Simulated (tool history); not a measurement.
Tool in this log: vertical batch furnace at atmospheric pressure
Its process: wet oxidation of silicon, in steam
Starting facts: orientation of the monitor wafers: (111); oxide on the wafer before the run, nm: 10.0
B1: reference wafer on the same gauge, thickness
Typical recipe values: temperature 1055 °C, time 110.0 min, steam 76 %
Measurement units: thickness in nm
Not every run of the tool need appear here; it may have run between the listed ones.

Run 1, hour 0.0: usual settings but temperature 1063 °C; B1 849.97. Result: thickness 736.36 nm.
Run 2, hour 9.5: usual settings but temperature 1063 °C; B1 849.88. Result: thickness 738.58 nm.
Run 3, hour 22.2: usual settings but temperature 1063 °C; B1 850.35. Result: thickness 738.49 nm.
Run 4, hour 81.3: usual settings but time 86.0 min; B1 850.43. Result: thickness 623.12 nm.
Run 5, hour 99.0: usual settings but time 86.0 min; B1 850.11. Result: thickness 622.38 nm.
Run 6, hour 143.2: usual settings; B1 849.88. Result: thickness 714.46 nm.
Run 7, hour 154.1: usual settings; B1 849.88. Result: thickness 715.98 nm.
Run 8, hour 164.2: usual settings but time 83.0 min; B1 849.76. Result: thickness 612.92 nm.
Run 9, hour 177.2: usual settings but time 83.0 min; B1 849.86. Result: thickness 612.78 nm.
Run 10, hour 194.8: usual settings but time 83.0 min; B1 849.83. Result: thickness 610.93 nm.
Run 11, hour 205.7: usual settings; B1 850.12. Result: thickness 714.03 nm.
Run 12, hour 226.6: usual settings; B1 850.12. Result: thickness 715.81 nm.
Run 13, hour 237.2: usual settings; B1 850.00. Result: thickness 714.95 nm.
Run 14, hour 254.2: usual settings; B1 849.88. Result: thickness 714.44 nm.
Run 15, hour 276.1: usual settings; B1 849.89. Result: thickness 713.49 nm.
Run 16, hour 306.0: usual settings; B1 849.88. Result: thickness 713.23 nm.
Run 17, hour 311.6: usual settings but temperature 1042 °C, time 159.0 min; B1 849.81. Result: thickness 832.25 nm.
Run 18, hour 327.1: usual settings but steam 88 %; B1 849.93. Result: thickness 771.59 nm.
Run 19, hour 374.7: usual settings but temperature 1078 °C, steam 73 %; B1 850.16. Result: thickness 793.24 nm.
Run 20, hour 380.3: usual settings; B1 850.07. Result: thickness 741.82 nm.
Run 21, hour 388.8: usual settings but temperature 1075 °C, time 134.5 min, steam 82 %; B1 849.87. Result: thickness 927.24 nm.
Run 22, hour 410.2: usual settings but temperature 1047 °C, steam 70 %; B1 849.99. Result: thickness 688.31 nm.
Run 23, hour 419.6: usual settings but temperature 1068 °C, steam 72 %; B1 849.82. Result: thickness 759.68 nm.
Run 24, hour 451.9: usual settings but temperature 1071 °C, steam 67 %; B1 850.06. Result: thickness 734.83 nm.
Run 25, hour 462.6: usual settings but temperature 1037 °C, time 130.5 min, steam 69 %; B1 849.89. Result: thickness 722.68 nm.
Run 26, hour 474.8: usual settings but temperature 1072 °C, time 128.0 min; B1 849.95. Result: thickness 855.55 nm.
Run 27, hour 498.3: usual settings; B1 849.78. Result: thickness 742.84 nm.
Run 28, hour 521.1: usual settings; B1 850.34. Result: thickness 740.58 nm.
Run 29, hour 544.1: usual settings; B1 849.92. Result: thickness 739.40 nm.
Run 30, hour 553.9: usual settings; B1 849.85. Result: thickness 739.03 nm.
Run 31, hour 577.6: usual settings but steam 64 %; B1 850.10. Result: thickness 672.08 nm.
Run 32, hour 592.4: usual settings; B1 849.94. Result: thickness 737.48 nm.
Run 33, hour 610.4: usual settings but time 70.0 min, steam 80 %; B1 850.07. Result: thickness 590.57 nm.

Withheld: 3 entries from between the runs. Position of each, and hidden state at the listed run before versus the listed run after:
Run 15 -> run 16: thermocouples replaced and temperature profile calibrated (hour 305.5)
  steam share off its setpoint, % of the setpoint: -7.95 -> -7.97
  measured minus no-state result, thickness: -33.24 -> -33.29 nm
Run 18 -> run 19: gauge calibrated (hour 333.0); steam generator serviced (hour 374.2)
  steam share off its setpoint, % of the setpoint: -7.98 -> -0.916
  measured minus no-state result, thickness: -35.84 -> -3.93 nm

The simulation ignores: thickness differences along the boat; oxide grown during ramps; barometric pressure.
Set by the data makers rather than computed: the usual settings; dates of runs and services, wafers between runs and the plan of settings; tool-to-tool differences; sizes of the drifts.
